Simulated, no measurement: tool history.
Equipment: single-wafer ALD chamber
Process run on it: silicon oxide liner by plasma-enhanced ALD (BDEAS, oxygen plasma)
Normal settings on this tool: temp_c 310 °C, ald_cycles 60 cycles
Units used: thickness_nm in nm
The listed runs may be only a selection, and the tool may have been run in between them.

run,hour,temp_c,ald_cycles,"read-back reference wafer on the same gauge, thickness_nm",thickness_nm
1,0.0,298,51,4.895,4.678
2,30.0,298,51,4.889,4.685
3,58.3,310,60,4.878,5.386
4,80.9,321,60,4.872,5.251
5,111.4,321,60,4.858,5.237
6,127.7,321,60,4.856,5.250
7,163.6,310,60,4.851,5.305
8,189.2,310,60,4.844,5.325
9,221.9,304,51,4.843,4.511
10,314.2,310,60,4.794,5.271
# hour 322.8: thermocouple changed; heater temperature recalibrated
# hour 330.6: gauge calibrated
11,339.9,315,71,4.907,6.323
12,371.8,297,54,4.909,4.991
13,386.4,315,60,4.900,5.323
14,411.7,299,55,4.892,5.007
15,440.3,315,65,4.897,5.802
16,453.4,310,60,4.897,5.395
17,471.6,310,60,4.886,5.362
18,497.9,323,65,4.889,5.667

Run 19 comes next. What will it give?
19,512.4,323,57,?,?

Run 19 came out at read-back reference wafer on the same gauge, thickness_nm 4.897, thickness_nm 5.005 nm.
Had the tool carried no hidden state, the very same run would have given thickness_nm 5.020 nm.

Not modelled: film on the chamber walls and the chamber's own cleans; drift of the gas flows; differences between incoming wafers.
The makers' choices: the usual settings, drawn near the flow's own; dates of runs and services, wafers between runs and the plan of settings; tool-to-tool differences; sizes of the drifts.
